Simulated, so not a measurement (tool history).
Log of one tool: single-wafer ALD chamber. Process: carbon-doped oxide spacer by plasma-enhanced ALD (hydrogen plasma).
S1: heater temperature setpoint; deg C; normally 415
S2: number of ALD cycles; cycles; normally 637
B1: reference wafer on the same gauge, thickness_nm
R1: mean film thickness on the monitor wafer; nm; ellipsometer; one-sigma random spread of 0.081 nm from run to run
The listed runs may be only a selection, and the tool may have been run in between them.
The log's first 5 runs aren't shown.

{"run": 6, "hour": 173.6, "S1": 415, "S2": 637, "B1": 25.392, "R1": 29.868}
{"run": 7, "hour": 186.6, "S1": 415, "S2": 637, "B1": 25.39, "R1": 29.984}
{"run": 8, "hour": 209.3, "S1": 415, "S2": 637, "B1": 25.402, "R1": 29.992}
{"run": 9, "hour": 239.7, "S1": 415, "S2": 704, "B1": 25.373, "R1": 32.948}
{"run": 10, "hour": 261.2, "S1": 415, "S2": 704, "B1": 25.418, "R1": 33.074}
{"run": 11, "hour": 295.8, "S1": 415, "S2": 704, "B1": 25.396, "R1": 33.131}
{"run": 12, "hour": 307.9, "S1": 403, "S2": 589, "B1": 25.393, "R1": 28.543}
{"hour": 323.3, "done": "thermocouple changed; heater temperature recalibrated"}
{"run": 13, "hour": 324.1, "S1": 415, "S2": 637, "B1": 25.392, "R1": 29.355}
{"run": 14, "hour": 338.2, "S1": 405, "S2": 637, "B1": 25.401, "R1": 30.434}
{"run": 15, "hour": 354.5, "S1": 415, "S2": 637, "B1": 25.405, "R1": 29.417}
{"run": 16, "hour": 384.1, "S1": 415, "S2": 637, "B1": 25.393, "R1": 29.484}
{"run": 17, "hour": 396.5, "S1": 415, "S2": 637, "B1": 25.39, "R1": 29.391}
{"run": 18, "hour": 422.5, "S1": 410, "S2": 598, "B1": 25.387, "R1": 28.105}
{"run": 19, "hour": 439.3, "S1": 401, "S2": 637, "B1": 25.405, "R1": 31.042}
{"run": 20, "hour": 454.1, "S1": 411, "S2": 763, "B1": 25.411, "R1": 35.739}
{"run": 21, "hour": 473.9, "S1": 415, "S2": 637, "B1": 25.407, "R1": 29.287}
{"run": 22, "hour": 487.9, "S1": 429, "S2": 530, "B1": 25.383, "R1": 23.271}
{"hour": 496.7, "done": "gauge calibrated"}
{"run": 23, "hour": 502.1, "S1": 423, "S2": 557, "B1": 25.397, "R1": 24.896}
{"run": 24, "hour": 527.1, "S1": 415, "S2": 637, "B1": 25.398, "R1": 29.372}
{"run": 25, "hour": 563.0, "S1": 415, "S2": 637, "B1": 25.406, "R1": 29.493}
{"run": 26, "hour": 589.5, "S1": 405, "S2": 525, "B1": 25.381, "R1": 25.166}
{"run": 27, "hour": 601.8, "S1": 407, "S2": 593, "B1": 25.403, "R1": 28.162}
{"run": 28, "hour": 615.0, "S1": 415, "S2": 637, "B1": 25.412, "R1": 29.39}

Predict the results of run 29:
{"run": 29, "hour": 644.0, "S1": 408, "S2": 680, "B1": "?", "R1": "?"}

Run 29 came out at B1 25.393, R1 32.05 nm.
On a tool with no hidden condition, and with the same random variation, this run would have come out at R1 32.056 nm.
